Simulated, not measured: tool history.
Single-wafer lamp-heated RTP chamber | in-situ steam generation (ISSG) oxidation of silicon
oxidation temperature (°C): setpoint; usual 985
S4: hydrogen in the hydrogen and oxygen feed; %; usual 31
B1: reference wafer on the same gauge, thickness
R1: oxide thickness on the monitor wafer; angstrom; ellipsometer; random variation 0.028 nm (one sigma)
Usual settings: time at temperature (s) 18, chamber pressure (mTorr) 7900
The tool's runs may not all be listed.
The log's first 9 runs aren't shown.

{"run": 10, "hour": 256.2, "oxidation temperature (°C)": 985, "time at temperature (s)": 18, "chamber pressure (mTorr)": 7900, "S4": 31, "B1": 5.518, "R1": 56.53}
{"run": 11, "hour": 273.0, "oxidation temperature (°C)": 985, "time at temperature (s)": 18, "chamber pressure (mTorr)": 7900, "S4": 31, "B1": 5.512, "R1": 56.26}
{"run": 12, "hour": 286.4, "oxidation temperature (°C)": 985, "time at temperature (s)": 18, "chamber pressure (mTorr)": 7200, "S4": 31, "B1": 5.505, "R1": 56.14}
{"run": 13, "hour": 301.6, "oxidation temperature (°C)": 985, "time at temperature (s)": 23, "chamber pressure (mTorr)": 7900, "S4": 31, "B1": 5.515, "R1": 62.55}
{"run": 14, "hour": 326.3, "oxidation temperature (°C)": 985, "time at temperature (s)": 18, "chamber pressure (mTorr)": 7900, "S4": 31, "B1": 5.514, "R1": 56.47}
{"run": 15, "hour": 342.9, "oxidation temperature (°C)": 970, "time at temperature (s)": 18, "chamber pressure (mTorr)": 7900, "S4": 31, "B1": 5.513, "R1": 53.46}
{"hour": 356.2, "done": "pressure gauge zeroed"}
{"hour": 367.9, "done": "gauge calibrated"}
{"hour": 443.9, "done": "pyrometer window cleaned and pyrometer calibrated"}
{"run": 16, "hour": 444.4, "oxidation temperature (°C)": 985, "time at temperature (s)": 12, "chamber pressure (mTorr)": 8700, "S4": 27, "B1": 5.505, "R1": 44.35}
{"run": 17, "hour": 465.5, "oxidation temperature (°C)": 1001, "time at temperature (s)": 11, "chamber pressure (mTorr)": 6900, "S4": 32, "B1": 5.507, "R1": 48.1}
{"hour": 486.3, "done": "hydrogen flow controller replaced"}
{"run": 18, "hour": 486.8, "oxidation temperature (°C)": 970, "time at temperature (s)": 24, "chamber pressure (mTorr)": 9000, "S4": 31, "B1": 5.51, "R1": 58.15}
{"run": 19, "hour": 496.3, "oxidation temperature (°C)": 985, "time at temperature (s)": 15, "chamber pressure (mTorr)": 7900, "S4": 22, "B1": 5.499, "R1": 46.7}
{"run": 20, "hour": 530.2, "oxidation temperature (°C)": 985, "time at temperature (s)": 13, "chamber pressure (mTorr)": 7900, "S4": 31, "B1": 5.51, "R1": 48.57}
{"run": 21, "hour": 554.0, "oxidation temperature (°C)": 985, "time at temperature (s)": 18, "chamber pressure (mTorr)": 7900, "S4": 27, "B1": 5.505, "R1": 53.13}
{"run": 22, "hour": 587.2, "oxidation temperature (°C)": 985, "time at temperature (s)": 18, "chamber pressure (mTorr)": 7900, "S4": 31, "B1": 5.511, "R1": 55.74}
{"run": 23, "hour": 621.1, "oxidation temperature (°C)": 985, "time at temperature (s)": 18, "chamber pressure (mTorr)": 7900, "S4": 31, "B1": 5.507, "R1": 55.46}
{"run": 24, "hour": 644.0, "oxidation temperature (°C)": 985, "time at temperature (s)": 18, "chamber pressure (mTorr)": 7900, "S4": 31, "B1": 5.504, "R1": 55.42}
{"run": 25, "hour": 670.4, "oxidation temperature (°C)": 1003, "time at temperature (s)": 15, "chamber pressure (mTorr)": 7000, "S4": 31, "B1": 5.506, "R1": 55.75}
{"run": 26, "hour": 762.4, "oxidation temperature (°C)": 985, "time at temperature (s)": 25, "chamber pressure (mTorr)": 7900, "S4": 32, "B1": 5.51, "R1": 64.81}
{"run": 27, "hour": 798.0, "oxidation temperature (°C)": 1003, "time at temperature (s)": 18, "chamber pressure (mTorr)": 7200, "S4": 31, "B1": 5.509, "R1": 60.72}
{"hour": 834.4, "done": "pyrometer window cleaned and pyrometer calibrated"}
{"hour": 851.5, "done": "gauge calibrated"}
{"run": 28, "hour": 888.6, "oxidation temperature (°C)": 985, "time at temperature (s)": 18, "chamber pressure (mTorr)": 7900, "S4": 31, "B1": 5.504, "R1": 54.83}
{"run": 29, "hour": 918.5, "oxidation temperature (°C)": 985, "time at temperature (s)": 20, "chamber pressure (mTorr)": 7900, "S4": 31, "B1": 5.513, "R1": 57.78}
{"run": 30, "hour": 939.1, "oxidation temperature (°C)": 991, "time at temperature (s)": 23, "chamber pressure (mTorr)": 7900, "S4": 31, "B1": 5.502, "R1": 63.29}
{"run": 31, "hour": 958.4, "oxidation temperature (°C)": 985, "time at temperature (s)": 18, "chamber pressure (mTorr)": 7900, "S4": 31, "B1": 5.509, "R1": 55.34}

Forecast each of these 4 alternatives for the next run:
{"run": "A", "hour": 958.9, "oxidation temperature (°C)": 985, "time at temperature (s)": 18, "chamber pressure (mTorr)": 7900, "S4": 25, "B1": "?", "R1": "?"}
{"run": "B", "hour": 958.9, "oxidation temperature (°C)": 985, "time at temperature (s)": 23, "chamber pressure (mTorr)": 8300, "S4": 25, "B1": "?", "R1": "?"}
{"run": "C", "hour": 958.9, "oxidation temperature (°C)": 996, "time at temperature (s)": 18, "chamber pressure (mTorr)": 7900, "S4": 32, "B1": "?", "R1": "?"}
{"run": "D", "hour": 958.9, "oxidation temperature (°C)": 979, "time at temperature (s)": 24, "chamber pressure (mTorr)": 7900, "S4": 27, "B1": "?", "R1": "?"}

run=A B1=5.515 R1=52.33
run=B B1=5.515 R1=58.23
run=C B1=5.515 R1=58.25
run=D B1=5.515 R1=59.23
Without the tool's hidden state the same runs would have given:
run=A R1=51.84
run=B R1=57.65
run=C R1=57.67
run=D R1=58.66
